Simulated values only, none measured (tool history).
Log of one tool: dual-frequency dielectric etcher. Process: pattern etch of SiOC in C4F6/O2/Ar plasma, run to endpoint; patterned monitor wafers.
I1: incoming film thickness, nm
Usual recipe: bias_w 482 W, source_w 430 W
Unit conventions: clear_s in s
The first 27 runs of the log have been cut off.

Run 28, day 13.517: usual settings but bias_w 579 W, source_w 510 W; I1 40.09. Result: clear_s 11.9 s.
Run 29, day 13.804: usual settings but bias_w 445 W, source_w 530 W; I1 40.43. Result: clear_s 13.2 s.
Run 30, day 14.304: usual settings but bias_w 515 W; I1 40.27. Result: clear_s 13.1 s.
Run 31, day 14.917: usual settings but bias_w 532 W, source_w 360 W; I1 40.4. Result: clear_s 13.6 s.
Run 32, day 15.658: usual settings but source_w 360 W; I1 40.46. Result: clear_s 14 s.
Run 33, day 15.979: usual settings but source_w 350 W; I1 40.29. Result: clear_s 14 s.
Run 34, day 16.538: usual settings but bias_w 445 W, source_w 530 W; I1 40.61. Result: clear_s 13.3 s.
Run 35, day 17.233: usual settings but bias_w 561 W, source_w 460 W; I1 40.24. Result: clear_s 12.6 s.

Branching from run 35: 4 alternative next runs. What would each branch give?
Run A, day 17.25: usual settings but bias_w 534 W; I1 40.58. Result: clear_s ?.
Run B, day 17.25: usual settings but bias_w 553 W, source_w 360 W; I1 40.58. Result: clear_s ?.
Run C, day 17.25: usual settings but bias_w 443 W, source_w 340 W; I1 40.58. Result: clear_s ?.
Run D, day 17.25: usual settings but bias_w 444 W, source_w 530 W; I1 40.58. Result: clear_s ?.

run  clear_s
  A     13.1
  B     13.4
  C     14.7
  D     13.4
Without the tool's unlogged condition, the same runs would have read:
run  clear_s
  A       13
  B     13.2
  C     14.6
  D     13.3

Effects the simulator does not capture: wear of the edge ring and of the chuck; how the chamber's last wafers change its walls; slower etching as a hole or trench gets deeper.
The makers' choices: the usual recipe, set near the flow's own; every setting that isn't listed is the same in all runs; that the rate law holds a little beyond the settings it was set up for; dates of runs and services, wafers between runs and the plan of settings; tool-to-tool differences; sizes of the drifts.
